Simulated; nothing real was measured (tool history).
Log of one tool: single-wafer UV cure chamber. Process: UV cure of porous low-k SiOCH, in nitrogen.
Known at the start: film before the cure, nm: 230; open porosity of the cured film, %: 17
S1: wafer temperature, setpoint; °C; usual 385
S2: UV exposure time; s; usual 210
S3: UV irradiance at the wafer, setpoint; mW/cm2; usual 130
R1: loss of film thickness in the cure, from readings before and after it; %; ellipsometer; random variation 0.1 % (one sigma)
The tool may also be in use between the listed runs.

run	day	S1	S2	S3	R1
1	0.000	385	210	130	11.779
2	0.646	385	210	130	11.714
3	1.154	385	210	156	12.571
4	1.721	385	210	156	12.463
5	2.154	385	210	130	11.652
6	2.742	385	210	130	11.892
7	3.154	385	210	130	11.579
8	3.412	385	305	118	13.055
9	4.912	393	210	130	11.875
10	5.408	397	260	109	12.243
11	5.725	373	330	161	14.560
12	6.062	385	210	130	11.556
13	6.471	402	210	112	11.465
14	6.754	373	330	161	14.577

Not shown: 2 entries that the log had between the listed runs. Between which runs, and how does the tool's hidden state differ before and after?
Between runs 8 and 9: quartz window cleaned (day 3.775); UV bulbs replaced (day 4.092)
  no hidden state differs between the two runs

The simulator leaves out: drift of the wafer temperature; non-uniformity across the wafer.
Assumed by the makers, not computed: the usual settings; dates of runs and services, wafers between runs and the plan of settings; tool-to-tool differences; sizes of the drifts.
